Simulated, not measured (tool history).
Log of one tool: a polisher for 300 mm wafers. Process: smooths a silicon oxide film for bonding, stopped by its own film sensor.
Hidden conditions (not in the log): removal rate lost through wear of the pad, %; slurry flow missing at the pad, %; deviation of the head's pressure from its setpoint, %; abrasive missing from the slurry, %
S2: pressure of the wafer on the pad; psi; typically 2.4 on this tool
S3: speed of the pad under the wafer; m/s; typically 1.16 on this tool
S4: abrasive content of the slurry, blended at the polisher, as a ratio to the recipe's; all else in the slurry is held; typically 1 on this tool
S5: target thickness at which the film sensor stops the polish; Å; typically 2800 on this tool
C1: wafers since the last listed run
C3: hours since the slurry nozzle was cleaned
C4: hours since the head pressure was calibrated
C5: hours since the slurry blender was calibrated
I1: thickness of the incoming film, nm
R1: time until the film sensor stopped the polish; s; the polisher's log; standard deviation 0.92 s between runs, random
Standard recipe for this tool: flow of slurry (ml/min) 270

{"run": 1, "day": 0.0, "flow of slurry (ml/min)": 270, "S2": 2.4, "S3": 1.16, "S4": 1, "S5": 2800, "C1": 0, "wafers polished on this pad": 609, "C3": 40.4, "C4": 379.8, "C5": 99.6, "I1": 354.4, "R1": 73.7}
{"run": 2, "day": 1.017, "flow of slurry (ml/min)": 270, "S2": 2.4, "S3": 1.16, "S4": 1, "S5": 2800, "C1": 260, "wafers polished on this pad": 869, "C3": 64.8, "C4": 404.2, "C5": 124, "I1": 352.2, "R1": 71.8}
{"run": 3, "day": 2.275, "flow of slurry (ml/min)": 270, "S2": 2.4, "S3": 1.44, "S4": 1, "S5": 2800, "C1": 322, "wafers polished on this pad": 1192, "C3": 95, "C4": 434.4, "C5": 154.2, "I1": 352.6, "R1": 60.6}
{"run": 4, "day": 3.746, "flow of slurry (ml/min)": 270, "S2": 2.4, "S3": 1.44, "S4": 1, "S5": 2800, "C1": 377, "wafers polished on this pad": 1569, "C3": 130.3, "C4": 469.7, "C5": 189.5, "I1": 346.9, "R1": 56.4}
{"run": 5, "day": 4.971, "flow of slurry (ml/min)": 270, "S2": 2.4, "S3": 1.44, "S4": 1, "S5": 2800, "C1": 314, "wafers polished on this pad": 1883, "C3": 159.7, "C4": 499.1, "C5": 218.9, "I1": 350.2, "R1": 59.8}
{"run": 6, "day": 7.654, "flow of slurry (ml/min)": 270, "S2": 2.4, "S3": 1.16, "S4": 1, "S5": 2950, "C1": 687, "wafers polished on this pad": 2571, "C3": 224.1, "C4": 563.5, "C5": 283.3, "I1": 351.7, "R1": 59.2}
{"run": 7, "day": 9.692, "flow of slurry (ml/min)": 270, "S2": 2.4, "S3": 1.16, "S4": 1, "S5": 2800, "C1": 522, "wafers polished on this pad": 3093, "C3": 273, "C4": 612.4, "C5": 332.2, "I1": 345.1, "R1": 68.3}
{"run": 8, "day": 12.633, "flow of slurry (ml/min)": 200, "S2": 2.4, "S3": 1.16, "S4": 1, "S5": 2800, "C1": 754, "wafers polished on this pad": 3848, "C3": 343.6, "C4": 683, "C5": 402.8, "I1": 348.7, "R1": 76.2}
{"run": 9, "day": 15.279, "flow of slurry (ml/min)": 270, "S2": 2.4, "S3": 1.36, "S4": 1.1, "S5": 2800, "C1": 678, "wafers polished on this pad": 4526, "C3": 407.1, "C4": 746.5, "C5": 466.3, "I1": 352.7, "R1": 67.4}
{"day": 16.817, "done": "slurry blender recalibrated, repeated, since the last time left the tool worse"}
{"run": 10, "day": 16.983, "flow of slurry (ml/min)": 270, "S2": 2.8, "S3": 1.16, "S4": 1, "S5": 2800, "C1": 415, "wafers polished on this pad": 4941, "C3": 448, "C4": 787.4, "C5": 4, "I1": 351.8, "R1": 50.4}
{"day": 18.05, "done": "worn pad replaced by a new one"}
{"run": 11, "day": 18.45, "flow of slurry (ml/min)": 270, "S2": 2.4, "S3": 1.02, "S4": 0.7, "S5": 2870, "C1": 333, "wafers polished on this pad": 102, "C3": 483.2, "C4": 822.6, "C5": 39.2, "I1": 350.4, "R1": 67.2}
{"day": 19.604, "done": "head pressure recalibrated"}
{"run": 12, "day": 21.446, "flow of slurry (ml/min)": 270, "S2": 2.7, "S3": 1.16, "S4": 1.15, "S5": 2800, "C1": 746, "wafers polished on this pad": 849, "C3": 555.1, "C4": 44.2, "C5": 111.1, "I1": 344.5, "R1": 45.1}
{"run": 13, "day": 23.804, "flow of slurry (ml/min)": 270, "S2": 2.6, "S3": 1.54, "S4": 0.85, "S5": 2800, "C1": 604, "wafers polished on this pad": 1454, "C3": 611.7, "C4": 100.8, "C5": 167.7, "I1": 345.6, "R1": 42.8}
{"run": 14, "day": 24.846, "flow of slurry (ml/min)": 300, "S2": 2.4, "S3": 1.16, "S4": 1.25, "S5": 2800, "C1": 267, "wafers polished on this pad": 1721, "C3": 636.7, "C4": 125.8, "C5": 192.7, "I1": 352.2, "R1": 53.2}
{"run": 15, "day": 26.254, "flow of slurry (ml/min)": 315, "S2": 1.7, "S3": 1, "S4": 1, "S5": 2680, "C1": 361, "wafers polished on this pad": 2082, "C3": 670.5, "C4": 159.6, "C5": 226.5, "I1": 356.1, "R1": 95.2}
{"run": 16, "day": 27.333, "flow of slurry (ml/min)": 270, "S2": 2.4, "S3": 1.16, "S4": 1, "S5": 2800, "C1": 276, "wafers polished on this pad": 2358, "C3": 696.4, "C4": 185.5, "C5": 252.4, "I1": 352.2, "R1": 60.4}
{"run": 17, "day": 29.912, "flow of slurry (ml/min)": 270, "S2": 2.9, "S3": 1.42, "S4": 1, "S5": 2720, "C1": 661, "wafers polished on this pad": 3020, "C3": 758.3, "C4": 247.4, "C5": 314.3, "I1": 348.9, "R1": 47.9}
{"day": 30.025, "done": "slurry nozzle cleaned"}
{"run": 18, "day": 31.875, "flow of slurry (ml/min)": 270, "S2": 2.4, "S3": 1.3, "S4": 1.15, "S5": 2800, "C1": 492, "wafers polished on this pad": 3512, "C3": 44.4, "C4": 294.5, "C5": 361.4, "I1": 343.4, "R1": 45.9}
{"run": 19, "day": 33.425, "flow of slurry (ml/min)": 270, "S2": 2.4, "S3": 1.16, "S4": 1, "S5": 2800, "C1": 397, "wafers polished on this pad": 3909, "C3": 81.6, "C4": 331.7, "C5": 398.6, "I1": 342.7, "R1": 53.3}
{"day": 35.512, "done": "worn pad replaced by a new one"}
{"day": 38.917, "done": "slurry blender recalibrated"}
{"run": 20, "day": 38.938, "flow of slurry (ml/min)": 270, "S2": 3.2, "S3": 0.92, "S4": 1, "S5": 2800, "C1": 1349, "wafers polished on this pad": 857, "C3": 213.9, "C4": 464, "C5": 0.5, "I1": 349.4, "R1": 56.8}
{"run": 21, "day": 41.608, "flow of slurry (ml/min)": 310, "S2": 2.4, "S3": 0.76, "S4": 0.75, "S5": 2800, "C1": 684, "wafers polished on this pad": 1541, "C3": 278, "C4": 528.1, "C5": 64.6, "I1": 346.8, "R1": 87.6}
{"run": 22, "day": 43.846, "flow of slurry (ml/min)": 270, "S2": 2.4, "S3": 1.16, "S4": 1, "S5": 2800, "C1": 573, "wafers polished on this pad": 2115, "C3": 331.7, "C4": 581.8, "C5": 118.3, "I1": 349.3, "R1": 53.9}
{"run": 23, "day": 46.817, "flow of slurry (ml/min)": 270, "S2": 2.4, "S3": 0.76, "S4": 1, "S5": 2920, "C1": 761, "wafers polished on this pad": 2877, "C3": 403, "C4": 653.1, "C5": 189.6, "I1": 351.1, "R1": 65}
{"run": 24, "day": 47.904, "flow of slurry (ml/min)": 270, "S2": 2.4, "S3": 1.16, "S4": 1, "S5": 2800, "C1": 278, "wafers polished on this pad": 3155, "C3": 429.1, "C4": 679.2, "C5": 215.7, "I1": 354.2, "R1": 61.6}
{"run": 25, "day": 50.1, "flow of slurry (ml/min)": 270, "S2": 2.4, "S3": 1.16, "S4": 1.3, "S5": 2800, "C1": 562, "wafers polished on this pad": 3718, "C3": 481.8, "C4": 731.9, "C5": 268.4, "I1": 351.9, "R1": 54.8}
{"day": 51.242, "done": "head pressure recalibrated"}
{"run": 26, "day": 52.462, "flow of slurry (ml/min)": 270, "S2": 2.4, "S3": 1.32, "S4": 1, "S5": 2800, "C1": 584, "wafers polished on this pad": 4303, "C3": 538.5, "C4": 29.3, "C5": 325.1, "I1": 348.3, "R1": 51.4}
{"run": 27, "day": 55.1, "flow of slurry (ml/min)": 270, "S2": 2, "S3": 0.98, "S4": 0.8, "S5": 2730, "C1": 676, "wafers polished on this pad": 4979, "C3": 601.8, "C4": 92.6, "C5": 388.4, "I1": 347.8, "R1": 91}
{"day": 55.758, "done": "worn pad replaced by a new one"}
{"run": 28, "day": 56.358, "flow of slurry (ml/min)": 235, "S2": 2.8, "S3": 0.88, "S4": 1, "S5": 3040, "C1": 279, "wafers polished on this pad": 154, "C3": 632, "C4": 122.8, "C5": 418.6, "I1": 350.4, "R1": 45.6}
{"day": 58.358, "done": "slurry blender recalibrated"}
{"run": 29, "day": 58.75, "flow of slurry (ml/min)": 270, "S2": 2.4, "S3": 1.26, "S4": 0.85, "S5": 2800, "C1": 591, "wafers polished on this pad": 745, "C3": 689.4, "C4": 180.2, "C5": 9.4, "I1": 351.1, "R1": 56.3}

5 ways to go on from here, each from the tool as it stands after run 29. What would each give?
{"run": "A", "day": 58.767, "flow of slurry (ml/min)": 270, "S2": 2.4, "S3": 1.16, "S4": 1, "S5": 2620, "C1": 4, "wafers polished on this pad": 750, "C3": 689.8, "C4": 180.6, "C5": 9.8, "I1": 354, "R1": "?"}
{"run": "B", "day": 58.767, "flow of slurry (ml/min)": 330, "S2": 2.4, "S3": 1.04, "S4": 0.9, "S5": 2640, "C1": 4, "wafers polished on this pad": 750, "C3": 689.8, "C4": 180.6, "C5": 9.8, "I1": 354, "R1": "?"}
{"run": "C", "day": 58.767, "flow of slurry (ml/min)": 270, "S2": 2.8, "S3": 0.94, "S4": 1, "S5": 2800, "C1": 4, "wafers polished on this pad": 750, "C3": 689.8, "C4": 180.6, "C5": 9.8, "I1": 354, "R1": "?"}
{"run": "D", "day": 58.767, "flow of slurry (ml/min)": 270, "S2": 1.7, "S3": 0.82, "S4": 1, "S5": 2800, "C1": 4, "wafers polished on this pad": 750, "C3": 689.8, "C4": 180.6, "C5": 9.8, "I1": 354, "R1": "?"}
{"run": "E", "day": 58.767, "flow of slurry (ml/min)": 270, "S2": 2.7, "S3": 1.16, "S4": 0.9, "S5": 2800, "C1": 4, "wafers polished on this pad": 750, "C3": 689.8, "C4": 180.6, "C5": 9.8, "I1": 354, "R1": "?"}

run=A R1=73.3
run=B R1=81.4
run=C R1=63.4
run=D R1=94.3
run=E R1=57.9
Stripped of hidden state, with their random variation kept, the same runs would have yielded:
run=A R1=72.3
run=B R1=80.3
run=C R1=62.6
run=D R1=93
run=E R1=57.1

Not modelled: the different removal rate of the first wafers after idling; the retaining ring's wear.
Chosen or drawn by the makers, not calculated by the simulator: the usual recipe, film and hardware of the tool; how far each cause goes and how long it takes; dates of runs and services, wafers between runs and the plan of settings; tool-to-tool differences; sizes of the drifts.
